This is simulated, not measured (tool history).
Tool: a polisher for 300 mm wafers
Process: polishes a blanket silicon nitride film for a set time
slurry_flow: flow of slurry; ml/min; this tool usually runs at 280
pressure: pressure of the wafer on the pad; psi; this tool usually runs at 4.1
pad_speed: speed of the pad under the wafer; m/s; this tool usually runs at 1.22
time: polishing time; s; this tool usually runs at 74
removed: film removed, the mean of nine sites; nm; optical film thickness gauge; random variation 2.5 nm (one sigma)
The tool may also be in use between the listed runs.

run,hour,slurry_flow,pressure,pad_speed,time,"incoming thickness of the incoming film, nm",removed
1,0.0,280,4.1,1.22,59,599.5,136.9
2,20.9,280,4.1,1.22,59,601.2,140.5
3,37.2,280,4.1,1.02,74,600.6,151.6
4,66.3,280,4.1,1.02,74,609.1,146.8
# hour 71.8: worn pad replaced by a new one
5,83.8,280,4.1,1.22,74,612.8,172.3
6,114.1,280,4.1,1.22,74,598.2,172.1
7,133.6,280,4.5,1.22,74,611.5,190.2
8,165.0,280,4.1,1.22,74,609.7,175.0
# hour 183.4: slurry nozzle cleaned
# hour 187.6: head pressure recalibrated
9,190.2,280,4.1,1.22,74,605.3,161.2
10,214.6,280,4.1,1.22,74,617.1,162.9
11,229.3,280,4.1,1.22,74,615.4,162.6
12,245.0,280,4.1,1.22,74,607.8,159.2
13,273.0,280,4.1,0.90,74,607.2,126.1
14,288.0,210,3.4,1.54,83,613.0,167.2
# hour 329.8: worn pad replaced by a new one
15,365.6,280,4.1,1.22,74,613.8,155.9
16,399.2,200,4.8,1.22,74,613.7,173.5
# hour 431.5: head pressure recalibrated, repeated, since the last time left the tool worse
17,489.1,205,3.4,1.64,74,615.2,178.5
18,523.9,210,4.1,1.22,74,617.7,170.8
19,537.6,345,4.1,1.02,74,621.1,161.6
20,556.1,310,4.1,0.90,61,612.0,117.6
# hour 572.1: slurry nozzle cleaned
21,585.7,280,4.1,1.22,74,601.6,176.5
# hour 619.9: worn pad replaced by a new one
22,637.1,280,2.8,0.84,81,611.5,98.5
23,651.1,280,4.6,1.60,59,607.2,195.1
24,673.3,280,4.1,1.22,74,607.7,177.2
25,708.7,280,4.8,1.22,93,603.1,262.9
26,732.3,350,4.1,0.96,98,621.4,196.6
27,765.5,280,4.1,1.22,74,599.9,175.4
28,795.1,280,4.1,1.22,74,603.2,175.3
29,825.3,190,3.3,1.48,62,612.5,130.4
30,855.6,185,4.1,1.22,94,615.9,208.0
# hour 860.5: worn pad replaced by a new one
31,874.0,280,3.3,0.94,74,609.8,113.0
32,887.3,180,4.1,0.84,74,611.7,121.9
33,915.0,335,4.1,1.22,84,616.0,201.5
34,936.0,280,4.1,1.22,74,597.6,174.0
35,948.8,325,3.2,1.48,48,601.9,103.7
36,966.3,280,4.9,1.22,74,601.0,205.0

For some of the steps in removed from one run to the next: how much would appear even if the tool had no hidden state, given the settings, what came in and random variation, and how much remains for the hidden state plus any gauge scatter that the measured result and the result without hidden state don't share?
Hidden conditions of the tool in this case: removal rate lost through wear of the pad, %; slurry flow missing at the pad, %; deviation of the head's pressure from its setpoint, %.
Run 8 -> 9: slurry nozzle cleaned, head pressure recalibrated. removed -13.8 nm: hidden state -8.9, all else -4.9.
Run 13 -> 14: slurry_flow 280 -> 210, pressure 4.1 -> 3.4, pad_speed 0.90 -> 1.54, time 74 -> 83. removed +41.1 nm: hidden state -6.9, all else +48.0.
Run 16 -> 17: slurry_flow 200 -> 205, pressure 4.8 -> 3.4, pad_speed 1.22 -> 1.64, head pressure recalibrated, repeated, since the last time left the tool worse. removed +5.0 nm: hidden state +29.6, all else -24.6.
Run 22 -> 23: pressure 2.8 -> 4.6, pad_speed 0.84 -> 1.60, time 81 -> 59. removed +96.6 nm: hidden state -3.9, all else +100.5.
Run 30 -> 31: slurry_flow 185 -> 280, pressure 4.1 -> 3.3, pad_speed 1.22 -> 0.94, time 94 -> 74, worn pad replaced by a new one. removed -95.0 nm: hidden state +5.2, all else -100.2.
Run 35 -> 36: slurry_flow 325 -> 280, pressure 3.2 -> 4.9, pad_speed 1.48 -> 1.22, time 48 -> 74. removed +101.3 nm: hidden state -6.1, all else +107.4.
